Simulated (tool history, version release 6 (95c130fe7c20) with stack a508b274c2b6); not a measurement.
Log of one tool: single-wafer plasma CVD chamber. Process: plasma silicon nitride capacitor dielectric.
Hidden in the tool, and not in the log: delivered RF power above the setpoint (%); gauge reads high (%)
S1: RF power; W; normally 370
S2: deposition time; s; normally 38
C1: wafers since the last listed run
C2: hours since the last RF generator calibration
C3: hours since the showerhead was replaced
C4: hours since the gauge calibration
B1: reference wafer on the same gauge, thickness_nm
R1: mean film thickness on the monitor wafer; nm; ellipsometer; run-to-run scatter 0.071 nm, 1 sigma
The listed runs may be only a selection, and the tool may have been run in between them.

| run | hour | S1 | S2 | C1 | C2 | C3 | C4 | B1 | R1 |
|---|---|---|---|---|---|---|---|---|---|
| 1 | 0 | 370 | 38 | 0 | 1744.3 | 6693.5 | 70.5 | 41.389 | 47.607 |
| 2 | 19.6 | 370 | 38 | 297 | 1763.9 | 6713.1 | 90.1 | 41.406 | 47.528 |
| 3 | 36.9 | 370 | 38 | 262 | 1781.2 | 6730.4 | 107.4 | 41.409 | 47.637 |
| 4 | 49.1 | 370 | 42.9 | 185 | 1793.4 | 6742.6 | 119.6 | 41.397 | 53.705 |
| 5 | 63.3 | 370 | 42.9 | 215 | 1807.6 | 6756.8 | 133.8 | 41.407 | 53.838 |
| 6 | 80.9 | 370 | 34.3 | 267 | 1825.2 | 6774.4 | 151.4 | 41.389 | 42.885 |
| 7 | 109.1 | 370 | 33.2 | 427 | 1853.4 | 6802.6 | 179.6 | 41.403 | 41.663 |
|  | 134.6 | RF generator calibrated |
| 8 | 137.5 | 370 | 38 | 309 | 2.9 | 6831 | 208 | 41.406 | 47.436 |
| 9 | 170 | 370 | 38 | 493 | 35.4 | 6863.5 | 240.5 | 41.39 | 47.711 |
| 10 | 199.4 | 390 | 33.5 | 446 | 64.8 | 6892.9 | 269.9 | 41.379 | 42.492 |
| 11 | 218.3 | 340 | 41.3 | 286 | 83.7 | 6911.8 | 288.8 | 41.407 | 50.81 |
| 12 | 235.4 | 370 | 38 | 259 | 100.8 | 6928.9 | 305.9 | 41.391 | 47.504 |
| 13 | 249.8 | 300 | 38 | 218 | 115.2 | 6943.3 | 320.3 | 41.414 | 45.567 |
|  | 272.9 | showerhead replaced |
| 14 | 281.7 | 315 | 38 | 362 | 147.1 | 8.8 | 352.2 | 41.414 | 46.053 |
|  | 287.4 | gauge calibrated |
| 15 | 309.3 | 410 | 40.1 | 418 | 174.7 | 36.4 | 21.9 | 41.404 | 51.516 |
| 16 | 341.3 | 330 | 45.5 | 485 | 206.7 | 68.4 | 53.9 | 41.389 | 55.585 |
| 17 | 355.2 | 335 | 38 | 210 | 220.6 | 82.3 | 67.8 | 41.398 | 46.57 |
| 18 | 372.2 | 370 | 38 | 257 | 237.6 | 99.3 | 84.8 | 41.394 | 47.53 |
| 19 | 400.8 | 320 | 38 | 433 | 266.2 | 127.9 | 113.4 | 41.431 | 46.136 |

Predict each of these 4 candidate next runs independently; none follows another, all start after run 19:
| A | 401.2 | 370 | 41.3 | 6 | 266.6 | 128.3 | 113.8 | ? | ? |
| B | 401.2 | 325 | 38 | 6 | 266.6 | 128.3 | 113.8 | ? | ? |
| C | 401.2 | 325 | 32.2 | 6 | 266.6 | 128.3 | 113.8 | ? | ? |
| D | 401.2 | 330 | 33.2 | 6 | 266.6 | 128.3 | 113.8 | ? | ? |

| run | B1 | R1 |
|---|---|---|
| A | 41.386 | 51.711 |
| B | 41.386 | 46.289 |
| C | 41.386 | 39.224 |
| D | 41.386 | 40.571 |
What these runs would have given with no unlogged condition in the tool:
| run | R1 |
|---|---|
| A | 51.711 |
| B | 46.289 |
| C | 39.224 |
| D | 40.571 |
